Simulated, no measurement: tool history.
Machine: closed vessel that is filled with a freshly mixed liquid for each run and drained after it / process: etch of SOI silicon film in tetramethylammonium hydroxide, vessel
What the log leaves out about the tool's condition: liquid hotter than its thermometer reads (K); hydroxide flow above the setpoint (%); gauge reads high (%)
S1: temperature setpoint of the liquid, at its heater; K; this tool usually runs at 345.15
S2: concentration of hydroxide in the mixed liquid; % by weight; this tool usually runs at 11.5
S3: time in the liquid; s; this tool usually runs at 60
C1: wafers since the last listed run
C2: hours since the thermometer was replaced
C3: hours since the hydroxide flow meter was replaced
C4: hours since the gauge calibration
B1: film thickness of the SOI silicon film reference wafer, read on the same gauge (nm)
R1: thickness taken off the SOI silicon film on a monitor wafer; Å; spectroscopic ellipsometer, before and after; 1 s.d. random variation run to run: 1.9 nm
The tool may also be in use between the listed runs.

run 1 hour=0.0 | S1=345.15 S2=11.5 S3=60 | C1=0 C2=1481.0 C3=46.8 C4=2.2 | B1=90.30 | R1=4728.7
run 2 hour=40.9 | S1=345.15 S2=11.5 S3=60 | C1=3592 C2=1521.9 C3=87.7 C4=43.1 | B1=90.43 | R1=4770.0
run 3 hour=76.4 | S1=345.15 S2=11.5 S3=60 | C1=3118 C2=1557.4 C3=123.2 C4=78.6 | B1=90.54 | R1=4786.1
run 4 hour=136.1 | S1=345.15 S2=11.5 S3=60 | C1=5244 C2=1617.1 C3=182.9 C4=138.3 | B1=90.79 | R1=4797.8
run 5 hour=170.4 | S1=340.15 S2=11.5 S3=60 | C1=3013 C2=1651.4 C3=217.2 C4=172.6 | B1=90.90 | R1=3580.8
run 6 hour=213.4 | S1=340.15 S2=11.5 S3=60 | C1=3777 C2=1694.4 C3=260.2 C4=215.6 | B1=91.01 | R1=3576.1
run 7 hour=249.0 | S1=340.15 S2=11.5 S3=60 | C1=3127 C2=1730.0 C3=295.8 C4=251.2 | B1=91.16 | R1=3571.4
run 8 hour=285.9 | S1=345.15 S2=11.5 S3=65 | C1=3241 C2=1766.9 C3=332.7 C4=288.1 | B1=91.31 | R1=5191.4
run 9 hour=310.0 | S1=345.15 S2=11.5 S3=65 | C1=2117 C2=1791.0 C3=356.8 C4=312.2 | B1=91.43 | R1=5234.3
run 10 hour=356.5 | S1=345.15 S2=11.5 S3=65 | C1=4084 C2=1837.5 C3=403.3 C4=358.7 | B1=91.54 | R1=5258.1
run 11 hour=390.2 | S1=345.15 S2=11.5 S3=60 | C1=2960 C2=1871.2 C3=437.0 C4=392.4 | B1=91.73 | R1=4826.2
run 12 hour=415.5 | S1=345.15 S2=11.5 S3=60 | C1=2222 C2=1896.5 C3=462.3 C4=417.7 | B1=91.78 | R1=4820.2
run 13 hour=469.6 | S1=345.15 S2=11.5 S3=60 | C1=4752 C2=1950.6 C3=516.4 C4=471.8 | B1=91.96 | R1=4859.9
run 14 hour=502.9 | S1=345.15 S2=11.5 S3=60 | C1=2925 C2=1983.9 C3=549.7 C4=505.1 | B1=92.11 | R1=4868.7
run 15 hour=561.5 | S1=345.15 S2=11.5 S3=60 | C1=5147 C2=2042.5 C3=608.3 C4=563.7 | B1=92.31 | R1=4874.9
run 16 hour=649.9 | S1=348.15 S2=11.5 S3=80 | C1=7765 C2=2130.9 C3=696.7 C4=652.1 | B1=92.63 | R1=7729.5
run 17 hour=712.4 | S1=345.15 S2=11.5 S3=60 | C1=5490 C2=2193.4 C3=759.2 C4=714.6 | B1=92.87 | R1=4866.6
run 18 hour=753.6 | S1=350.15 S2=9.5 S3=35 | C1=3619 C2=2234.6 C3=800.4 C4=755.8 | B1=93.00 | R1=4089.9
run 19 hour=795.1 | S1=348.65 S2=8.5 S3=75 | C1=3645 C2=2276.1 C3=841.9 C4=797.3 | B1=93.16 | R1=8355.5
run 20 hour=860.0 | S1=337.65 S2=9.5 S3=60 | C1=5701 C2=2341.0 C3=906.8 C4=862.2 | B1=93.35 | R1=3385.6
-- hour=892.1 thermometer replaced
run 21 hour=892.6 | S1=345.15 S2=11.5 S3=60 | C1=2775 C2=0.5 C3=939.4 C4=894.8 | B1=93.49 | R1=4931.3
run 22 hour=929.3 | S1=345.15 S2=8.5 S3=60 | C1=3223 C2=37.2 C3=976.1 C4=931.5 | B1=93.60 | R1=5481.4
run 23 hour=968.0 | S1=345.15 S2=10.0 S3=60 | C1=3399 C2=75.9 C3=1014.8 C4=970.2 | B1=93.78 | R1=5203.9
run 24 hour=1017.6 | S1=345.15 S2=11.5 S3=60 | C1=4357 C2=125.5 C3=1064.4 C4=1019.8 | B1=93.94 | R1=4939.0
-- hour=1136.5 hydroxide flow meter replaced
-- hour=1193.6 gauge calibrated
run 25 hour=1226.1 | S1=350.65 S2=11.5 S3=40 | C1=18228 C2=334.0 C3=89.6 C4=32.5 | B1=90.53 | R1=4363.4
run 26 hour=1266.7 | S1=345.15 S2=11.5 S3=70 | C1=3566 C2=374.6 C3=130.2 C4=73.1 | B1=90.61 | R1=5541.4
run 27 hour=1311.4 | S1=345.15 S2=11.5 S3=60 | C1=3926 C2=419.3 C3=174.9 C4=117.8 | B1=90.79 | R1=4774.5
run 28 hour=1339.0 | S1=348.15 S2=9.5 S3=40 | C1=2424 C2=446.9 C3=202.5 C4=145.4 | B1=90.92 | R1=4034.1

Run 29 is up next; what results do you expect?
run 29 hour=1390.5 | S1=348.15 S2=8.5 S3=40 | C1=4524 C2=498.4 C3=254.0 C4=196.9 | B1=? | R1=?

{"run 29": {"B1": 91.05, "R1": 4266.2}}
If the tool had no hidden condition, the same run with the same run-to-run variation would have returned R1 4216.0 Å.

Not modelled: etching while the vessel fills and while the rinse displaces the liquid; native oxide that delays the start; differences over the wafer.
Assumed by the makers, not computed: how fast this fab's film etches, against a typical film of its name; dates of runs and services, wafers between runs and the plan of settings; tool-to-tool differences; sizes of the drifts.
